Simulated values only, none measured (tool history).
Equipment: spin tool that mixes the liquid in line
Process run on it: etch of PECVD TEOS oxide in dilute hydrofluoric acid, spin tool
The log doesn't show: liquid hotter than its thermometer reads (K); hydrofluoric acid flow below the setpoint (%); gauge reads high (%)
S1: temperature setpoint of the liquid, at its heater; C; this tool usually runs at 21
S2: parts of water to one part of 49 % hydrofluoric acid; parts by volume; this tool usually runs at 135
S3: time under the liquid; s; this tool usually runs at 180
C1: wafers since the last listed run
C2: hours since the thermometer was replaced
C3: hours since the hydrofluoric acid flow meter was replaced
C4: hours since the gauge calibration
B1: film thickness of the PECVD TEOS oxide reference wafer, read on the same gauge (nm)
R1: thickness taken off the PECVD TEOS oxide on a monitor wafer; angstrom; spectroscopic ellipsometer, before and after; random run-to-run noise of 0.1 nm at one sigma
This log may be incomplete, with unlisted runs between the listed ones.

{"run": 1, "day": 0.0, "S1": 21, "S2": 155, "S3": 180, "C1": 0, "C2": 2010.5, "C3": 2436.6, "C4": 170.1, "B1": 69.97, "R1": 154.3}
{"run": 2, "day": 0.612, "S1": 21, "S2": 155, "S3": 180, "C1": 142, "C2": 2025.2, "C3": 2451.3, "C4": 184.8, "B1": 70.01, "R1": 153.5}
{"run": 3, "day": 1.279, "S1": 24.5, "S2": 135, "S3": 180, "C1": 154, "C2": 2041.2, "C3": 2467.3, "C4": 200.8, "B1": 70, "R1": 206.1}
{"run": 4, "day": 1.554, "S1": 24.5, "S2": 135, "S3": 180, "C1": 63, "C2": 2047.8, "C3": 2473.9, "C4": 207.4, "B1": 69.98, "R1": 205.9}
{"run": 5, "day": 2.292, "S1": 21, "S2": 115, "S3": 180, "C1": 171, "C2": 2065.5, "C3": 2491.6, "C4": 225.1, "B1": 70.02, "R1": 217.7}
{"run": 6, "day": 2.788, "S1": 21, "S2": 135, "S3": 180, "C1": 115, "C2": 2077.4, "C3": 2503.5, "C4": 237, "B1": 70.04, "R1": 180}
{"run": 7, "day": 3.129, "S1": 21, "S2": 135, "S3": 180, "C1": 79, "C2": 2085.6, "C3": 2511.7, "C4": 245.2, "B1": 70.03, "R1": 181.4}
{"run": 8, "day": 3.654, "S1": 24, "S2": 135, "S3": 180, "C1": 121, "C2": 2098.2, "C3": 2524.3, "C4": 257.8, "B1": 69.97, "R1": 201.8}
{"run": 9, "day": 4.025, "S1": 21, "S2": 135, "S3": 95, "C1": 86, "C2": 2107.1, "C3": 2533.2, "C4": 266.7, "B1": 70, "R1": 95.8}
{"run": 10, "day": 4.746, "S1": 21, "S2": 135, "S3": 95, "C1": 167, "C2": 2124.4, "C3": 2550.5, "C4": 284, "B1": 70, "R1": 93.7}
{"run": 11, "day": 6.125, "S1": 21, "S2": 135, "S3": 95, "C1": 319, "C2": 2157.5, "C3": 2583.6, "C4": 317.1, "B1": 69.97, "R1": 94.7}
{"run": 12, "day": 6.429, "S1": 21, "S2": 135, "S3": 180, "C1": 70, "C2": 2164.8, "C3": 2590.9, "C4": 324.4, "B1": 69.98, "R1": 180.6}
{"run": 13, "day": 6.729, "S1": 21, "S2": 135, "S3": 180, "C1": 69, "C2": 2172, "C3": 2598.1, "C4": 331.6, "B1": 70.03, "R1": 178.4}
{"run": 14, "day": 7.129, "S1": 21, "S2": 135, "S3": 180, "C1": 92, "C2": 2181.6, "C3": 2607.7, "C4": 341.2, "B1": 70, "R1": 177.9}
{"run": 15, "day": 7.475, "S1": 21, "S2": 135, "S3": 180, "C1": 80, "C2": 2189.9, "C3": 2616, "C4": 349.5, "B1": 70.03, "R1": 179}
{"day": 7.525, "done": "thermometer replaced"}
{"run": 16, "day": 7.921, "S1": 21, "S2": 135, "S3": 180, "C1": 93, "C2": 9.5, "C3": 2626.7, "C4": 360.2, "B1": 70.03, "R1": 177.7}
{"run": 17, "day": 8.392, "S1": 25.5, "S2": 200, "S3": 180, "C1": 109, "C2": 20.8, "C3": 2638, "C4": 371.5, "B1": 70.01, "R1": 130.4}
{"run": 18, "day": 9.096, "S1": 23, "S2": 155, "S3": 180, "C1": 163, "C2": 37.7, "C3": 2654.9, "C4": 388.4, "B1": 70.02, "R1": 163.5}
{"run": 19, "day": 9.638, "S1": 21, "S2": 135, "S3": 180, "C1": 125, "C2": 50.7, "C3": 2667.9, "C4": 401.4, "B1": 69.99, "R1": 176.8}
{"run": 20, "day": 9.912, "S1": 21, "S2": 135, "S3": 180, "C1": 63, "C2": 57.3, "C3": 2674.5, "C4": 408, "B1": 69.99, "R1": 178.7}
{"run": 21, "day": 10.271, "S1": 17.5, "S2": 90, "S3": 80, "C1": 83, "C2": 65.9, "C3": 2683.1, "C4": 416.6, "B1": 69.98, "R1": 108.3}
{"run": 22, "day": 10.775, "S1": 25.5, "S2": 180, "S3": 280, "C1": 116, "C2": 78, "C3": 2695.2, "C4": 428.7, "B1": 70, "R1": 231.7}
{"day": 10.821, "done": "gauge calibrated"}
{"run": 23, "day": 11.417, "S1": 23.5, "S2": 135, "S3": 280, "C1": 148, "C2": 93.4, "C3": 2710.6, "C4": 14.3, "B1": 69.98, "R1": 304.8}
{"day": 11.458, "done": "hydrofluoric acid flow meter replaced"}
{"run": 24, "day": 11.721, "S1": 23, "S2": 155, "S3": 180, "C1": 60, "C2": 100.7, "C3": 6.3, "C4": 21.6, "B1": 69.95, "R1": 191.3}
{"run": 25, "day": 12.146, "S1": 21, "S2": 135, "S3": 240, "C1": 98, "C2": 110.9, "C3": 16.5, "C4": 31.8, "B1": 69.96, "R1": 277.6}
{"run": 26, "day": 12.604, "S1": 23, "S2": 135, "S3": 95, "C1": 106, "C2": 121.9, "C3": 27.5, "C4": 42.8, "B1": 70, "R1": 117.5}
{"run": 27, "day": 13.217, "S1": 19.5, "S2": 135, "S3": 140, "C1": 142, "C2": 136.6, "C3": 42.2, "C4": 57.5, "B1": 70.03, "R1": 150.6}
{"run": 28, "day": 13.471, "S1": 26, "S2": 155, "S3": 250, "C1": 58, "C2": 142.7, "C3": 48.3, "C4": 63.6, "B1": 70.01, "R1": 296.5}
{"run": 29, "day": 14.112, "S1": 21, "S2": 135, "S3": 180, "C1": 148, "C2": 158.1, "C3": 63.7, "C4": 79, "B1": 69.98, "R1": 206.9}
{"run": 30, "day": 14.833, "S1": 21, "S2": 135, "S3": 180, "C1": 167, "C2": 175.4, "C3": 81, "C4": 96.3, "B1": 69.99, "R1": 207.4}
{"run": 31, "day": 15.533, "S1": 21, "S2": 135, "S3": 180, "C1": 162, "C2": 192.2, "C3": 97.8, "C4": 113.1, "B1": 70, "R1": 209}
{"run": 32, "day": 16.062, "S1": 23, "S2": 65, "S3": 90, "C1": 122, "C2": 204.9, "C3": 110.5, "C4": 125.8, "B1": 70.02, "R1": 252}

How the hidden state differs across the entries between the runs, from the last listed run before each to the first after it:
Runs 15 to 16: thermometer replaced (day 7.525)
  no hidden state differs between the two runs
  measured less the result without the state, R1: -37 -> -36.9 angstrom
Runs 22 to 23: gauge calibrated (day 10.821)
  hydrofluoric acid flow below the setpoint (%): 15.4 -> 15.5
  measured less the result without the state, R1: -52.4 -> -66 angstrom
Runs 23 to 24: hydrofluoric acid flow meter replaced (day 11.458)
  hydrofluoric acid flow below the setpoint (%): 15.5 -> 3.18
  measured less the result without the state, R1: -66 -> -7.4 angstrom
